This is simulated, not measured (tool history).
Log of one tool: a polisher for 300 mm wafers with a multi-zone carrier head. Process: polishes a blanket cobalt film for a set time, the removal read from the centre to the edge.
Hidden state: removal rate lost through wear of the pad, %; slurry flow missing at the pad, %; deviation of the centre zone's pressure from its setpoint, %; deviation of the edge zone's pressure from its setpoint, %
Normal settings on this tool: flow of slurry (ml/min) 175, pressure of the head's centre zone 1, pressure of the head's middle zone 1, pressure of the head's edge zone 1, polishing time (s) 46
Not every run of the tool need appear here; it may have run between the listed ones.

run	hour	flow of slurry (ml/min)	pressure of the head's centre zone	pressure of the head's middle zone	pressure of the head's edge zone	polishing time (s)	wafers since the last listed run	wafers polished on this pad	hours since the slurry nozzle was cleaned	hours since the centre zone pressure was calibrated	hours since the edge zone pressure was calibrated	hours since the carrier head's membrane was replaced	incoming thickness of the incoming film, nm	film removed at the wafer's centre (angstrom)	film removed at mid-radius (angstrom)	film removed at the wafer's edge (angstrom)
1	0	175	1	1.06	1	46	0	833	602.1	468.9	233.9	871.1	804.6	2338	2412	2436
# hour 91.8: slurry nozzle cleaned
2	101.5	175	1	1	1	46	902	1736	9.7	570.4	335.4	972.6	816.8	2398	2403	2457
3	140.7	175	1	1	1	46	351	2088	48.9	609.6	374.6	1011.8	813.1	2454	2335	2464
# hour 161: centre zone pressure recalibrated
4	245.9	175	0.92	1	1	46	926	3014	154.1	84.9	479.8	1117	811.2	2174	2399	2461
5	295.3	175	1	1	1	46	443	3458	203.5	134.3	529.2	1166.4	815.5	2362	2309	2436
6	363.1	175	1.09	1.11	1.06	46	608	4067	271.3	202.1	597	1234.2	808.5	2595	2558	2474
7	413.1	175	1	1	1.12	51	448	4516	321.3	252.1	647	1284.2	808.7	2593	2580	2788
# hour 476.9: carrier head's membrane replaced by a new one
8	505.3	215	1.09	1	1	57	782	5299	413.5	344.3	739.2	28.4	831.9	3308	3059	3022
9	569.6	175	1	1	0.93	46	577	5876	477.8	408.6	803.5	92.7	822	2349	2314	2357
# hour 637.1: worn pad replaced by a new one
10	650.4	160	0.9	1	1.05	53	689	119	558.6	489.4	884.3	173.5	826.4	2362	2663	2839
11	706.5	175	0.95	1	1	46	503	623	614.7	545.5	940.4	229.6	817.1	2233	2309	2430
# hour 739.6: centre zone pressure recalibrated
12	807.8	175	1.12	1	1	46	891	1514	716	68.2	1041.7	330.9	813.1	2624	2322	2396
13	874.1	175	1	0.95	1.04	33	595	2109	782.3	134.5	1108	397.2	828.5	1664	1603	1776
14	914.4	175	1	1	1	46	361	2471	822.6	174.8	1148.3	437.5	837.7	2321	2329	2375
# hour 937.6: slurry nozzle cleaned
15	977.3	175	1	1	1	46	555	3027	39.7	237.7	1211.2	500.4	823.7	2430	2420	2460
16	1022.3	235	1	0.94	0.94	46	404	3431	84.7	282.7	1256.2	545.4	822.3	2568	2358	2467
17	1087.9	175	1	1	1	51	589	4020	150.3	348.3	1321.8	611	824.2	2638	2617	2712
# hour 1155.1: edge zone pressure recalibrated
18	1177.4	175	1	1.08	1	46	785	4806	239.8	437.8	22.3	700.5	822.2	2365	2514	2410
# hour 1256.1: worn pad replaced by a new one
19	1259	175	1	1	1	31	696	26	321.4	519.4	103.9	782.1	819.7	1618	1592	1636
20	1312.4	130	1	1	1	58	479	505	374.8	572.8	157.3	835.5	821.9	2712	2737	2867
21	1357.3	225	1	0.89	1	54	403	908	419.7	617.7	202.2	880.4	827.6	2884	2719	2948

Difference, measured minus no-hidden-state, one row per run. Run-to-run variation is common to both terms; the gauge's own scatter need not be:
run	film removed at the wafer's centre (angstrom)	film removed at mid-radius (angstrom)	film removed at the wafer's edge (angstrom)
1	-92	-83	-61
2	-9	-7	-6
3	-21	-17	-14
4	-43	-42	-31
5	-56	-49	-37
6	-74	-64	-45
7	-81	-72	-56
8	-94	-78	-56
9	-89	-77	-57
10	-105	-104	-79
11	-92	-84	-64
12	-112	-88	-64
13	-73	-61	-49
14	-101	-90	-65
15	-18	-16	-12
16	-24	-20	-15
17	-51	-44	-34
18	-63	-59	-41
19	-51	-44	-32
20	-130	-114	-82
21	-78	-66	-53
